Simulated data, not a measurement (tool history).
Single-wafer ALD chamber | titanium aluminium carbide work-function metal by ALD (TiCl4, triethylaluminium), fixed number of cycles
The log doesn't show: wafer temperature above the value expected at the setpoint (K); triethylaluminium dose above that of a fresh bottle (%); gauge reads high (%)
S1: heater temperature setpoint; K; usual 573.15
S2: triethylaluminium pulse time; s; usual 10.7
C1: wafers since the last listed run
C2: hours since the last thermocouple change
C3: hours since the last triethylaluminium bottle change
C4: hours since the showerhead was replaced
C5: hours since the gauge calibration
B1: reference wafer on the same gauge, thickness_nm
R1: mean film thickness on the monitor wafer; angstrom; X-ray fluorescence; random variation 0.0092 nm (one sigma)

run 1 hour=0 | S1=568.15 S2=8.38 | C1=0 C2=820.2 C3=313.8 C4=6806.2 C5=906 | B1=1.971 | R1=18.25
run 2 hour=47.1 | S1=578.15 S2=10.7 | C1=397 C2=867.3 C3=360.9 C4=6853.3 C5=953.1 | B1=1.971 | R1=19.61
run 3 hour=82.1 | S1=580.15 S2=7.88 | C1=295 C2=902.3 C3=395.9 C4=6888.3 C5=988.1 | B1=1.97 | R1=19.01
run 4 hour=200.8 | S1=580.15 S2=7.88 | C1=1002 C2=1021 C3=514.6 C4=7007 C5=1106.8 | B1=1.969 | R1=18.85
-- hour=235.1 thermocouple changed; heater temperature recalibrated
run 5 hour=262.9 | S1=580.15 S2=7.88 | C1=456 C2=27.8 C3=576.7 C4=7069.1 C5=1168.9 | B1=1.966 | R1=18.66
run 6 hour=312.3 | S1=573.15 S2=10.7 | C1=417 C2=77.2 C3=626.1 C4=7118.5 C5=1218.3 | B1=1.968 | R1=19.27
run 7 hour=377.7 | S1=573.15 S2=10.7 | C1=552 C2=142.6 C3=691.5 C4=7183.9 C5=1283.7 | B1=1.966 | R1=19.12
run 8 hour=408.1 | S1=573.15 S2=10.7 | C1=256 C2=173 C3=721.9 C4=7214.3 C5=1314.1 | B1=1.975 | R1=19.13
run 9 hour=463.4 | S1=573.15 S2=10.7 | C1=466 C2=228.3 C3=777.2 C4=7269.6 C5=1369.4 | B1=1.973 | R1=18.99
run 10 hour=491 | S1=573.15 S2=10.7 | C1=233 C2=255.9 C3=804.8 C4=7297.2 C5=1397 | B1=1.97 | R1=19.01
run 11 hour=544 | S1=573.15 S2=10.7 | C1=447 C2=308.9 C3=857.8 C4=7350.2 C5=1450 | B1=1.973 | R1=19.08
run 12 hour=592.2 | S1=573.15 S2=10.7 | C1=406 C2=357.1 C3=906 C4=7398.4 C5=1498.2 | B1=1.969 | R1=18.95
run 13 hour=618.4 | S1=573.15 S2=10.7 | C1=221 C2=383.3 C3=932.2 C4=7424.6 C5=1524.4 | B1=1.967 | R1=18.83
run 14 hour=652.2 | S1=573.15 S2=10.7 | C1=285 C2=417.1 C3=966 C4=7458.4 C5=1558.2 | B1=1.966 | R1=18.95
run 15 hour=686.4 | S1=569.15 S2=7.57 | C1=288 C2=451.3 C3=1000.2 C4=7492.6 C5=1592.4 | B1=1.975 | R1=16.75
run 16 hour=715.2 | S1=573.15 S2=7.72 | C1=243 C2=480.1 C3=1029 C4=7521.4 C5=1621.2 | B1=1.972 | R1=17.08
run 17 hour=766.8 | S1=573.15 S2=8.52 | C1=435 C2=531.7 C3=1080.6 C4=7573 C5=1672.8 | B1=1.972 | R1=17.62
run 18 hour=821 | S1=573.15 S2=10.7 | C1=457 C2=585.9 C3=1134.8 C4=7627.2 C5=1727 | B1=1.973 | R1=18.66
run 19 hour=865.6 | S1=573.15 S2=10.7 | C1=376 C2=630.5 C3=1179.4 C4=7671.8 C5=1771.6 | B1=1.97 | R1=18.52
run 20 hour=928.3 | S1=573.15 S2=10.7 | C1=529 C2=693.2 C3=1242.1 C4=7734.5 C5=1834.3 | B1=1.967 | R1=18.17
run 21 hour=983.4 | S1=573.15 S2=7.27 | C1=465 C2=748.3 C3=1297.2 C4=7789.6 C5=1889.4 | B1=1.971 | R1=15.72
-- hour=991.5 gauge calibrated
run 22 hour=1041.7 | S1=568.15 S2=8.38 | C1=492 C2=806.6 C3=1355.5 C4=7847.9 C5=50.2 | B1=1.972 | R1=16
run 23 hour=1068.5 | S1=582.15 S2=13.01 | C1=226 C2=833.4 C3=1382.3 C4=7874.7 C5=77 | B1=1.971 | R1=19.47
-- hour=1089.7 triethylaluminium bottle replaced
run 24 hour=1133.3 | S1=581.15 S2=12.79 | C1=479 C2=898.2 C3=43.6 C4=7939.5 C5=141.8 | B1=1.974 | R1=20.36
run 25 hour=1164.4 | S1=569.15 S2=9.28 | C1=262 C2=929.3 C3=74.7 C4=7970.6 C5=172.9 | B1=1.968 | R1=18.72
-- hour=1220 thermocouple changed; heater temperature recalibrated
-- hour=1225 showerhead replaced
run 26 hour=1225.5 | S1=580.15 S2=12.07 | C1=406 C2=5.5 C3=135.8 C4=0.5 C5=234 | B1=1.97 | R1=20.34
run 27 hour=1252.9 | S1=583.15 S2=10.7 | C1=231 C2=32.9 C3=163.2 C4=27.9 C5=261.4 | B1=1.969 | R1=20.31
run 28 hour=1281.2 | S1=573.15 S2=10.7 | C1=238 C2=61.2 C3=191.5 C4=56.2 C5=289.7 | B1=1.966 | R1=19.19
run 29 hour=1489.7 | S1=564.15 S2=8.11 | C1=1760 C2=269.7 C3=400 C4=264.7 C5=498.2 | B1=1.966 | R1=17.54
run 30 hour=1705.2 | S1=573.15 S2=10.7 | C1=1819 C2=485.2 C3=615.5 C4=480.2 C5=713.7 | B1=1.968 | R1=19.3

Forecast each of these 4 alternatives for the next run:
run A hour=1705.6 | S1=573.15 S2=11.79 | C1=3 C2=485.6 C3=615.9 C4=480.6 C5=714.1 | B1=? | R1=?
run B hour=1705.6 | S1=586.15 S2=6.59 | C1=3 C2=485.6 C3=615.9 C4=480.6 C5=714.1 | B1=? | R1=?
run C hour=1705.6 | S1=587.15 S2=10.7 | C1=3 C2=485.6 C3=615.9 C4=480.6 C5=714.1 | B1=? | R1=?
run D hour=1705.6 | S1=573.15 S2=6.74 | C1=3 C2=485.6 C3=615.9 C4=480.6 C5=714.1 | B1=? | R1=?

run=A B1=1.971 R1=19.35
run=B B1=1.971 R1=18.13
run=C B1=1.971 R1=20.47
run=D B1=1.971 R1=17.17
Without the tool's hidden state the same runs would have given:
run=A R1=19.5
run=B R1=18.67
run=C R1=20.69
run=D R1=17.66
